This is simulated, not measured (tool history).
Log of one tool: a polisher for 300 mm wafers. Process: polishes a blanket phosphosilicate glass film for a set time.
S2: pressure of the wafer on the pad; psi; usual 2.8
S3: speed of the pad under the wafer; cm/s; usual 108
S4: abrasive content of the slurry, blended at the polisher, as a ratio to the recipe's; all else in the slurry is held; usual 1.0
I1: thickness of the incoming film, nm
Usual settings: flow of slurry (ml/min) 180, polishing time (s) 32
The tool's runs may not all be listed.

run 1 day=0.000 | flow_of_slurry_(ml/min)=180 S2=2.8 S3=108 S4=1.0 polishing_time_(s)=32 | I1=2397.4 | film_removed_(Å)=2193
run 2 day=3.542 | flow_of_slurry_(ml/min)=180 S2=2.8 S3=108 S4=1.0 polishing_time_(s)=32 | I1=2394.8 | film_removed_(Å)=2182
-- day=3.796 worn pad replaced by a new one
run 3 day=5.542 | flow_of_slurry_(ml/min)=180 S2=2.8 S3=108 S4=1.0 polishing_time_(s)=32 | I1=2359.8 | film_removed_(Å)=2221
-- day=7.133 conditioning disc replaced and pad reconditioned
-- day=7.696 slurry blender recalibrated
run 4 day=9.467 | flow_of_slurry_(ml/min)=180 S2=2.8 S3=108 S4=1.0 polishing_time_(s)=32 | I1=2398.1 | film_removed_(Å)=2099
-- day=11.025 slurry nozzle cleaned
run 5 day=11.258 | flow_of_slurry_(ml/min)=180 S2=2.8 S3=108 S4=1.0 polishing_time_(s)=32 | I1=2355.3 | film_removed_(Å)=2334
-- day=14.308 worn pad replaced by a new one
-- day=17.975 conditioning disc replaced and pad reconditioned
-- day=19.538 slurry blender recalibrated
run 6 day=20.783 | flow_of_slurry_(ml/min)=180 S2=2.8 S3=108 S4=1.0 polishing_time_(s)=32 | I1=2364.4 | film_removed_(Å)=2272
run 7 day=22.975 | flow_of_slurry_(ml/min)=180 S2=2.8 S3=108 S4=1.0 polishing_time_(s)=32 | I1=2378.0 | film_removed_(Å)=2197
-- day=24.267 head pressure recalibrated
run 8 day=26.546 | flow_of_slurry_(ml/min)=180 S2=2.8 S3=108 S4=1.2 polishing_time_(s)=32 | I1=2381.8 | film_removed_(Å)=2372
-- day=26.750 worn pad replaced by a new one
run 9 day=30.304 | flow_of_slurry_(ml/min)=180 S2=2.8 S3=108 S4=1.0 polishing_time_(s)=32 | I1=2398.8 | film_removed_(Å)=2175
-- day=30.408 conditioning disc replaced and pad reconditioned
-- day=30.617 slurry blender recalibrated
run 10 day=34.125 | flow_of_slurry_(ml/min)=180 S2=1.9 S3=108 S4=1.0 polishing_time_(s)=41 | I1=2412.2 | film_removed_(Å)=1857
run 11 day=37.292 | flow_of_slurry_(ml/min)=225 S2=3.7 S3=122 S4=1.0 polishing_time_(s)=23 | I1=2337.0 | film_removed_(Å)=2398

The next listed run, before its measurement:
-- day=39.504 worn pad replaced by a new one
run 12 day=39.554 | flow_of_slurry_(ml/min)=180 S2=2.8 S3=108 S4=1.0 polishing_time_(s)=32 | I1=2385.8 | film_removed_(Å)=?

film removed (Å): 2096
Without the tool's hidden state the same run would have given film removed (Å) 2308.
